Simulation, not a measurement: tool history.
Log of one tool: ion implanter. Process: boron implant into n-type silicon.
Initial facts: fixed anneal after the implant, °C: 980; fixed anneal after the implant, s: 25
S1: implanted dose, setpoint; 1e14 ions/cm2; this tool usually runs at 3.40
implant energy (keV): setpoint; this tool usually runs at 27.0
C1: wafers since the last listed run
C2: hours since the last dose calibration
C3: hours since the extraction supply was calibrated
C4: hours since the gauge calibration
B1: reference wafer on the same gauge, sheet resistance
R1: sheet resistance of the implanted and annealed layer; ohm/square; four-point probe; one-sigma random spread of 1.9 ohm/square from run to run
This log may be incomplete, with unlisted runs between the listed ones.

Run 1, hour 0.0: usual settings but S1 2.97 1e14 ions/cm2; C1 0; C2 2204.5; C3 3578.0; C4 20.3; B1 337.63. Result: R1 367.46 ohm/square.
Run 2, hour 12.1: usual settings but S1 2.97 1e14 ions/cm2; C1 214; C2 2216.6; C3 3590.1; C4 32.4; B1 338.12. Result: R1 369.96 ohm/square.
Run 3, hour 28.5: usual settings but S1 2.97 1e14 ions/cm2; C1 290; C2 2233.0; C3 3606.5; C4 48.8; B1 337.95. Result: R1 367.61 ohm/square.
Run 4, hour 45.1: usual settings; C1 294; C2 2249.6; C3 3623.1; C4 65.4; B1 337.75. Result: R1 335.50 ohm/square.
Run 5, hour 63.9: usual settings; C1 333; C2 2268.4; C3 3641.9; C4 84.2; B1 337.75. Result: R1 335.36 ohm/square.
Run 6, hour 97.4: usual settings; C1 593; C2 2301.9; C3 3675.4; C4 117.7; B1 338.03. Result: R1 332.16 ohm/square.
Run 7, hour 114.1: usual settings; C1 295; C2 2318.6; C3 3692.1; C4 134.4; B1 337.70. Result: R1 332.81 ohm/square.
Run 8, hour 135.0: usual settings but S1 4.19 1e14 ions/cm2, implant energy (keV) 21.5; C1 370; C2 2339.5; C3 3713.0; C4 155.3; B1 338.07. Result: R1 289.65 ohm/square.
Run 9, hour 167.1: usual settings but S1 4.19 1e14 ions/cm2, implant energy (keV) 21.5; C1 568; C2 2371.6; C3 3745.1; C4 187.4; B1 338.20. Result: R1 286.90 ohm/square.
Run 10, hour 194.9: usual settings; C1 492; C2 2399.4; C3 3772.9; C4 215.2; B1 338.25. Result: R1 332.68 ohm/square.
Run 11, hour 218.3: usual settings; C1 414; C2 2422.8; C3 3796.3; C4 238.6; B1 337.78. Result: R1 334.52 ohm/square.
Run 12, hour 247.2: usual settings but S1 2.73 1e14 ions/cm2, implant energy (keV) 33.5; C1 512; C2 2451.7; C3 3825.2; C4 267.5; B1 337.99. Result: R1 385.97 ohm/square.
Run 13, hour 282.6: usual settings; C1 627; C2 2487.1; C3 3860.6; C4 302.9; B1 338.12. Result: R1 331.95 ohm/square.
Run 14, hour 309.4: usual settings but S1 2.51 1e14 ions/cm2, implant energy (keV) 30.5; C1 474; C2 2513.9; C3 3887.4; C4 329.7; B1 338.01. Result: R1 410.22 ohm/square.
At hour 320.5: extraction supply calibrated.
At hour 339.5: Faraday cup replaced and dose calibrated.
Run 15, hour 340.0: usual settings; C1 258; C2 0.5; C3 19.5; C4 360.3; B1 337.99. Result: R1 335.70 ohm/square.
At hour 363.8: gauge calibrated.
Run 16, hour 371.0: usual settings; C1 549; C2 31.5; C3 50.5; C4 7.2; B1 338.11. Result: R1 335.72 ohm/square.
Run 17, hour 388.3: usual settings; C1 306; C2 48.8; C3 67.8; C4 24.5; B1 337.76. Result: R1 337.58 ohm/square.
Run 18, hour 406.3: usual settings but S1 4.38 1e14 ions/cm2, implant energy (keV) 23.5; C1 318; C2 66.8; C3 85.8; C4 42.5; B1 337.96. Result: R1 278.95 ohm/square.
Run 19, hour 419.3: usual settings but S1 3.09 1e14 ions/cm2, implant energy (keV) 22.0; C1 230; C2 79.8; C3 98.8; C4 55.5; B1 338.14. Result: R1 367.30 ohm/square.
Run 20, hour 450.0: usual settings but S1 3.12 1e14 ions/cm2, implant energy (keV) 22.5; C1 543; C2 110.5; C3 129.5; C4 86.2; B1 337.88. Result: R1 362.23 ohm/square.
Run 21, hour 465.2: usual settings but S1 4.27 1e14 ions/cm2, implant energy (keV) 35.5; C1 269; C2 125.7; C3 144.7; C4 101.4; B1 338.06. Result: R1 278.38 ohm/square.
Run 22, hour 483.6: usual settings but S1 2.96 1e14 ions/cm2, implant energy (keV) 31.5; C1 325; C2 144.1; C3 163.1; C4 119.8; B1 337.79. Result: R1 367.61 ohm/square.

Consider 3 possible next runs. They are alternatives, not a sequence: every one starts from the tool as it was left by run 22. What does each give?
Run A, hour 484.0: usual settings but S1 4.02 1e14 ions/cm2; C1 7; C2 144.5; C3 163.5; C4 120.2; B1 ?. Result: R1 ?.
Run B, hour 484.0: usual settings but S1 4.31 1e14 ions/cm2, implant energy (keV) 24.0; C1 7; C2 144.5; C3 163.5; C4 120.2; B1 ?. Result: R1 ?.
Run C, hour 484.0: usual settings but implant energy (keV) 35.5; C1 7; C2 144.5; C3 163.5; C4 120.2; B1 ?. Result: R1 ?.

run      B1      R1
  A  337.93  295.30
  B  337.93  281.96
  C  337.93  328.13
With the hidden condition removed and each run's random variation left untouched, the same runs would have given:
run      R1
  A  295.30
  B  281.96
  C  328.13

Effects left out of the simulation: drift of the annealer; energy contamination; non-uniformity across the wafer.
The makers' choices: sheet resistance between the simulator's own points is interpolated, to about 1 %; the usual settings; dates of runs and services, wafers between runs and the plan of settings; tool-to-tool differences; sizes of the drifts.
